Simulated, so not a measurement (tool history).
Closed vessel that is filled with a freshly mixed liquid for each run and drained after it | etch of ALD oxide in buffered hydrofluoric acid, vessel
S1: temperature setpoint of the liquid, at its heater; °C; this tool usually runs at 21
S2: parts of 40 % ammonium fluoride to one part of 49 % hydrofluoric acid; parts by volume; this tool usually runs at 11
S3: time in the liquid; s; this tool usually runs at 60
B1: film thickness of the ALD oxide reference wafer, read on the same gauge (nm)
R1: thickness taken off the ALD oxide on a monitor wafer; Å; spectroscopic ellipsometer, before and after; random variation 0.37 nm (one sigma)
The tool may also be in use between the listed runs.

run	hour	S1	S2	S3	B1	R1
1	0	21	11	60	49.99	626.2
# hour 17.6: gauge calibrated
2	21.7	21	14.5	60	50.02	467.5
3	35.9	21	14.5	60	49.98	473.4
# hour 57.4: hydrofluoric acid flow meter replaced
4	58.2	21	11	85	49.94	879.7
5	91.8	18	11	60	49.99	526.3
6	127.7	18	11	60	49.96	518.2
7	141.2	21	11	60	50.02	622.7
8	176.1	21	11	60	50.03	618
9	193	21	11	60	50.02	614.1
10	217.3	18.5	9	30	50.01	317
# hour 236.2: thermometer replaced
11	240.1	21	11	35	50.04	358.5
12	289.4	21	12.5	60	49.95	543.6
13	336	21	11	60	50	613.1
14	362.9	19	11	75	50.04	691
15	376.8	21	11	60	49.99	617.8
16	404.9	21	11	60	50.01	616.1
# hour 413.7: hydrofluoric acid flow meter replaced
17	420	21	8.5	40	49.99	506.3
18	433.4	23.5	13	85	50.03	851
19	454.9	21	7	75	49.99	1177
20	471	22.5	8	30	50.02	448.7
21	484.1	18.5	11	40	49.99	358.2
22	506.9	21	11	60	49.98	609.8
23	525.8	23.5	11	60	49.98	701.5
24	545	21	11	90	49.99	928.5
25	580.9	18.5	11	60	49.98	534.1
26	613.4	21	11	60	50	625
27	645.9	19	8.5	45	50.03	523.8
28	677.2	21	11	60	49.97	618.8
29	695.9	24	11	60	49.95	726.4
30	721.3	24.5	12.5	35	50.01	384.1
31	733.5	23.5	11	85	49.97	1002.1
32	764.7	25	11	60	50.03	759.2
# hour 797.6: hydrofluoric acid flow meter replaced
33	798.1	21	7.5	30	49.99	444.1

Consider 5 possible next runs. They are alternatives, not a sequence: every one starts from the tool as it was left by run 33. What does each give?
A	798.8	22.5	11	60	?	?
B	798.8	18.5	13.5	50	?	?
C	798.8	17.5	11	30	?	?
D	798.8	17	12.5	60	?	?
E	798.8	21	11	45	?	?

run	B1	R1
A	50.03	667.3
B	50.03	364
C	50.03	252.2
D	50.03	432.5
E	50.03	460.6
With the hidden condition removed and each run's random variation left untouched, the same runs would have given:
run	R1
A	667.3
B	364
C	252.2
D	432.5
E	460.6
